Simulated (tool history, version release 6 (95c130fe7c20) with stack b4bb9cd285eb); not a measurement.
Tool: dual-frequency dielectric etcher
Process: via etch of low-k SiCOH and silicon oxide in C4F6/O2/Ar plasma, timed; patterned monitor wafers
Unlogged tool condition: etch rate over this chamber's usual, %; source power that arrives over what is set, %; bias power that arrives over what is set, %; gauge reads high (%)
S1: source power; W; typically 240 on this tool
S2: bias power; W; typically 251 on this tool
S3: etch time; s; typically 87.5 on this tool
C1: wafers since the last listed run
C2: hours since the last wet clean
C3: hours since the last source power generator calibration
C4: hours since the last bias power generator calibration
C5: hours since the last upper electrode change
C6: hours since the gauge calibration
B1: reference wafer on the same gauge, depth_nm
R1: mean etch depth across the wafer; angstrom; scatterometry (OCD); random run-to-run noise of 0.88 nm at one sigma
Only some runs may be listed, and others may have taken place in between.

run    hour   S1   S2     S3    C1     C2      C3      C4      C5     C6     B1    R1
  1     0.0  240  251   87.5     0  475.2  4661.3  2000.1  3369.2  511.2  189.2  2255
       11.5  -- wet clean of the chamber
  2    25.7  240  251   87.5   154   14.2  4687.0  2025.8  3394.9  536.9  189.1  2243
       63.0  -- gauge calibrated
  3   238.8  240  251  100.0  2320  227.3  4900.1  2238.9  3608.0  175.8  188.8  2574
  4   287.7  240  251   87.5   532  276.2  4949.0  2287.8  3656.9  224.7  188.9  2256
      433.8  -- upper electrode replaced
  5   446.3  240  251   87.5  1465  434.8  5107.6  2446.4    12.5  383.3  189.0  2262
  6   477.9  240  251   87.5   344  466.4  5139.2  2478.0    44.1  414.9  189.1  2249
      517.4  -- source power generator calibrated
  7   547.1  240  251   87.5   710  535.6    29.7  2547.2   113.3  484.1  188.8  2254
      582.3  -- wet clean of the chamber
  8   605.8  240  251   87.5   377   23.5    88.4  2605.9   172.0  542.8  188.9  2227
      620.0  -- gauge calibrated
      635.1  -- bias power generator calibrated
  9   674.2  240  284   87.5   701   91.9   156.8    39.1   240.4   54.2  189.1  2338
 10   708.5  240  251   87.5   373  126.2   191.1    73.4   274.7   88.5  188.8  2242
 11   766.2  260  251   77.5   628  183.9   248.8   131.1   332.4  146.2  188.9  2075
 12   808.8  260  287  107.0   463  226.5   291.4   173.7   375.0  188.8  189.0  2997
 13   887.5  260  251   67.0   857  305.2   370.1   252.4   453.7  267.5  188.9  1779
 14   936.9  270  279   87.5   537  354.6   419.5   301.8   503.1  316.9  189.0  2467
 15   982.0  240  269  112.0   491  399.7   464.6   346.9   548.2  362.0  188.8  2956
 16  1023.0  240  251   87.5   446  440.7   505.6   387.9   589.2  403.0  189.0  2250
 17  1059.7  240  223   73.5   399  477.4   542.3   424.6   625.9  439.7  188.8  1805
     1117.9  -- wet clean of the chamber
 18  1118.4  240  251   87.5   377    0.5   601.0   483.3   684.6  498.4  188.9  2261
 19  1164.1  240  251   87.5   497   46.2   646.7   529.0   730.3  544.1  188.9  2249

Predict each of these 3 candidate next runs independently; none follows another, all start after run 19:
  A  1164.5  280  251   87.5   4  46.6  647.1  529.4  730.7  544.5   ?   ?
  B  1164.5  240  307  105.0   4  46.6  647.1  529.4  730.7  544.5   ?   ?
  C  1164.5  190  251   67.5   4  46.6  647.1  529.4  730.7  544.5   ?   ?

run     B1    R1
  A  189.0  2430
  B  189.0  2886
  C  189.0  1514
Had the tool no hidden state, the same runs would have come out as:
run    R1
  A  2430
  B  2886
  C  1514
